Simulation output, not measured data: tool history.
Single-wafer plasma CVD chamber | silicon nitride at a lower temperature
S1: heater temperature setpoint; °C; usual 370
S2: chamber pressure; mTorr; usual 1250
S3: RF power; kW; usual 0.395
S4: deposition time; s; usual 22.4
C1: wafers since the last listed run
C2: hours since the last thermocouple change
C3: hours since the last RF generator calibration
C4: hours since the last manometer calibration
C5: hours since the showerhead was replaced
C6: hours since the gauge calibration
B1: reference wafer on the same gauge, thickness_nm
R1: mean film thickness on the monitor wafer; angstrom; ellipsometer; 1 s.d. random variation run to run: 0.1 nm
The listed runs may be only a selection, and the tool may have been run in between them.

run	hour	S1	S2	S3	S4	C1	C2	C3	C4	C5	C6	B1	R1
1	0	370	1250	0.395	22.4	0	786.1	1340.5	1301	4433.5	2253.9	33.01	312.89
2	31.4	377	1250	0.395	22.4	1046	817.5	1371.9	1332.4	4464.9	2285.3	32.991	309.51
3	94.1	370	1250	0.395	22.4	2089	880.2	1434.6	1395.1	4527.6	2348	32.975	313.69
4	153.7	370	1250	0.395	23.6	1985	939.8	1494.2	1454.7	4587.2	2407.6	32.959	326.18
5	204.8	370	1250	0.395	22.4	1702	990.9	1545.3	1505.8	4638.3	2458.7	32.995	311.08
# hour 252.1: capacitance manometer re-zeroed and calibrated
6	252.6	370	1250	0.395	22.4	1326	1038.7	1593.1	0.5	4686.1	2506.5	33.022	308.82
7	309.5	370	1250	0.46	21.1	1896	1095.6	1650	57.4	4743	2563.4	33.049	322.81
8	368.4	370	1250	0.395	22.4	1962	1154.5	1708.9	116.3	4801.9	2622.3	33.028	310.69
9	423.3	370	1250	0.395	22.4	1829	1209.4	1763.8	171.2	4856.8	2677.2	32.967	310.46
# hour 569.3: RF generator calibrated
10	569.8	370	1160	0.395	18.2	4615	1355.9	0.5	317.7	5003.3	2823.7	32.972	247.74
# hour 632.7: thermocouple changed; heater temperature recalibrated
11	633.2	370	1250	0.395	22.4	1846	0.5	63.9	381.1	5066.7	2887.1	33.007	309.78
12	693.1	370	1250	0.36	26.3	1995	60.4	123.8	441	5126.6	2947	32.984	343.92
# hour 735.7: showerhead replaced
13	763.5	370	1250	0.395	22.4	2079	130.8	194.2	511.4	27.8	3017.4	33.003	312.13
14	814.3	385	1430	0.365	25.7	1692	181.6	245	562.2	78.6	3068.2	33.039	350
15	848.9	385	1340	0.42	26.5	1152	216.2	279.6	596.8	113.2	3102.8	33.004	386.29
16	883.1	385	1430	0.365	25.7	1139	250.4	313.8	631	147.4	3137	33.015	349.61
17	922.9	370	1030	0.315	22.4	1326	290.2	353.6	670.8	187.2	3176.8	33.029	253.41
18	975.8	370	1250	0.395	18.9	1762	343.1	406.5	723.7	240.1	3229.7	32.945	262.61
# hour 1069: gauge calibrated
19	1182.9	384	1400	0.395	23.7	6900	550.2	613.6	930.8	447.2	113.9	33.027	336.98
20	1212.2	355	1250	0.42	19.5	976	579.5	642.9	960.1	476.5	143.2	33.014	283.19
21	1255.6	370	1350	0.395	20.9	1446	622.9	686.3	1003.5	519.9	186.6	32.986	297.34
22	1291.8	380	1250	0.395	19.2	1206	659.1	722.5	1039.7	556.1	222.8	33.012	266.57
23	1358.9	380	1090	0.395	18.2	2235	726.2	789.6	1106.8	623.2	289.9	33.026	243.01
# hour 1545.3: capacitance manometer re-zeroed and calibrated
24	1550.3	370	1410	0.395	26.1	6111	917.6	981	5	814.6	481.3	33.022	372.73
25	1587.5	370	1250	0.395	25.5	1239	954.8	1018.2	42.2	851.8	518.5	32.989	353.24
26	1640.6	370	1250	0.37	22.4	1769	1007.9	1071.3	95.3	904.9	571.6	33.029	297.36
27	1752.6	370	1250	0.395	22.4	3732	1119.9	1183.3	207.3	1016.9	683.6	33.033	310.02
28	1800	370	1470	0.36	19.8	1579	1167.3	1230.7	254.7	1064.3	731	33.017	270.36
# hour 1844.4: thermocouple changed; heater temperature recalibrated
29	1859.8	380	1090	0.395	18.2	1726	15.4	1290.5	314.5	1124.1	790.8	32.993	242.59

Describe how what the log doesn't record of the tool's condition differs between the last listed run preceding each entry between runs and the first listed run following it.
From run 5 to run 6: capacitance manometer re-zeroed and calibrated (hour 252.1)
  nothing in the hidden state changes from one run to the other
From run 9 to run 10: RF generator calibrated (hour 569.3)
  nothing in the hidden state changes from one run to the other
From run 10 to run 11: thermocouple changed; heater temperature recalibrated (hour 632.7)
  nothing in the hidden state changes from one run to the other
From run 12 to run 13: showerhead replaced (hour 735.7)
  nothing in the hidden state changes from one run to the other
From run 18 to run 19: gauge calibrated (hour 1069)
  nothing in the hidden state changes from one run to the other
From run 23 to run 24: capacitance manometer re-zeroed and calibrated (hour 1545.3)
  nothing in the hidden state changes from one run to the other
From run 28 to run 29: thermocouple changed; heater temperature recalibrated (hour 1844.4)
  nothing in the hidden state changes from one run to the other

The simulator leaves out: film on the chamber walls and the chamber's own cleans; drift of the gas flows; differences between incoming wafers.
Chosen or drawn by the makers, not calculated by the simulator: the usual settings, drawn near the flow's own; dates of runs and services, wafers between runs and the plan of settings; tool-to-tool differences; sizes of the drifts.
